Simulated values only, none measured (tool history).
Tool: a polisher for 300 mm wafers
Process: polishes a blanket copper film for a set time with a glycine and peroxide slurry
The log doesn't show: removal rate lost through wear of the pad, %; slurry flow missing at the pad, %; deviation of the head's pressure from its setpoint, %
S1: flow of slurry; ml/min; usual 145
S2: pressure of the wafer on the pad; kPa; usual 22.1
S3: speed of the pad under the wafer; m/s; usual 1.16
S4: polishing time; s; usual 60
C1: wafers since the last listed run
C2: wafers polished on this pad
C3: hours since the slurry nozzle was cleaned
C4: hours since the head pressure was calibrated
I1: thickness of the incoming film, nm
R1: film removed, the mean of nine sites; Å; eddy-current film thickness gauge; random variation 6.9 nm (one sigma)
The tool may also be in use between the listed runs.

Run 1, hour 0.0: usual settings but S3 1.38 m/s; C1 0; C2 2305; C3 343.2; C4 471.1; I1 2022.8. Result: R1 5333 Å.
At hour 0.4: worn pad replaced by a new one.
Run 2, hour 51.9: usual settings; C1 506; C2 506; C3 395.1; C4 523.0; I1 2028.0. Result: R1 4908 Å.
Run 3, hour 107.0: usual settings but S4 74 s; C1 541; C2 1047; C3 450.2; C4 578.1; I1 2101.3. Result: R1 5904 Å.
Run 4, hour 135.9: usual settings but S2 18.6 kPa, S4 66 s; C1 284; C2 1332; C3 479.1; C4 607.0; I1 2038.7. Result: R1 4735 Å.
Run 5, hour 193.2: usual settings but S3 1.04 m/s, S4 65 s; C1 563; C2 1895; C3 536.4; C4 664.3; I1 2036.9. Result: R1 4672 Å.
Run 6, hour 234.6: usual settings but S4 72 s; C1 406; C2 2302; C3 577.8; C4 705.7; I1 2054.4. Result: R1 5802 Å.
At hour 249.3: worn pad replaced by a new one.
At hour 285.2: slurry nozzle cleaned.
Run 7, hour 334.0: usual settings but S4 72 s; C1 927; C2 822; C3 48.8; C4 805.1; I1 2089.2. Result: R1 5854 Å.
Run 8, hour 388.8: usual settings but S4 72 s; C1 538; C2 1361; C3 103.6; C4 859.9; I1 2042.5. Result: R1 5819 Å.
Run 9, hour 435.8: usual settings; C1 461; C2 1823; C3 150.6; C4 906.9; I1 2048.7. Result: R1 5001 Å.
Run 10, hour 478.3: usual settings; C1 417; C2 2240; C3 193.1; C4 949.4; I1 2040.0. Result: R1 4861 Å.
At hour 495.4: worn pad replaced by a new one.
Run 11, hour 578.1: usual settings; C1 941; C2 812; C3 292.9; C4 1049.2; I1 2090.8. Result: R1 4899 Å.
Run 12, hour 603.6: usual settings; C1 250; C2 1063; C3 318.4; C4 1074.7; I1 2088.5. Result: R1 4914 Å.
Run 13, hour 662.2: usual settings but S3 1.06 m/s, S4 50 s; C1 575; C2 1639; C3 377.0; C4 1133.3; I1 2089.2. Result: R1 3789 Å.
At hour 683.3: worn pad replaced by a new one.
Run 14, hour 698.4: usual settings; C1 316; C2 148; C3 413.2; C4 1169.5; I1 2082.1. Result: R1 5447 Å.
Run 15, hour 753.1: usual settings but S1 160 ml/min; C1 537; C2 686; C3 467.9; C4 1224.2; I1 2048.9. Result: R1 5165 Å.
Run 16, hour 783.0: usual settings but S1 175 ml/min, S2 29.6 kPa, S3 0.78 m/s, S4 46 s; C1 293; C2 979; C3 497.8; C4 1254.1; I1 2055.1. Result: R1 3430 Å.
Run 17, hour 822.6: usual settings but S4 53 s; C1 389; C2 1369; C3 537.4; C4 1293.7; I1 2058.5. Result: R1 4541 Å.
At hour 843.2: slurry nozzle cleaned.
At hour 861.3: head pressure recalibrated.
Run 18, hour 876.8: usual settings but S1 95 ml/min; C1 503; C2 1872; C3 33.6; C4 15.5; I1 2087.4. Result: R1 4190 Å.
At hour 901.3: worn pad replaced by a new one.
Run 19, hour 948.3: usual settings; C1 663; C2 461; C3 105.1; C4 87.0; I1 2053.7. Result: R1 4886 Å.
Run 20, hour 987.5: usual settings but S1 160 ml/min, S2 24.8 kPa; C1 385; C2 847; C3 144.3; C4 126.2; I1 2040.3. Result: R1 5343 Å.
Run 21, hour 1034.6: usual settings but S1 130 ml/min, S2 29.0 kPa; C1 462; C2 1310; C3 191.4; C4 173.3; I1 2085.0. Result: R1 5422 Å.
At hour 1085.6: worn pad replaced by a new one.
Run 22, hour 1086.1: usual settings but S1 165 ml/min, S2 20.0 kPa, S3 0.82 m/s, S4 69 s; C1 466; C2 5; C3 242.9; C4 224.8; I1 2091.6. Result: R1 4263 Å.

The tool's hidden state at each run:
slurry flow missing at the pad, %: 0 in every run
H1: removal rate lost through wear of the pad, %
H2: deviation of the head's pressure from its setpoint, %
run     H1    H2
  1   11.4  3.32
  2   5.42  3.74
  3   8.05  4.22
  4   8.81   4.5
  5   9.66  5.08
  6   9.96  5.54
  7   7.48  6.74
  8   9.13  7.48
  9   9.83  8.14
 10   10.2  8.78
 11   7.09  10.4
 12   8.05  10.8
 13    9.3  11.9
 14   2.82  12.5
 15   7.16  13.6
 16   8.46  14.2
 17   9.52    15
 18   10.3   1.1
 19   5.83  1.16
 20   8.03  1.23
 21   9.49  1.34
 22  0.425  1.51

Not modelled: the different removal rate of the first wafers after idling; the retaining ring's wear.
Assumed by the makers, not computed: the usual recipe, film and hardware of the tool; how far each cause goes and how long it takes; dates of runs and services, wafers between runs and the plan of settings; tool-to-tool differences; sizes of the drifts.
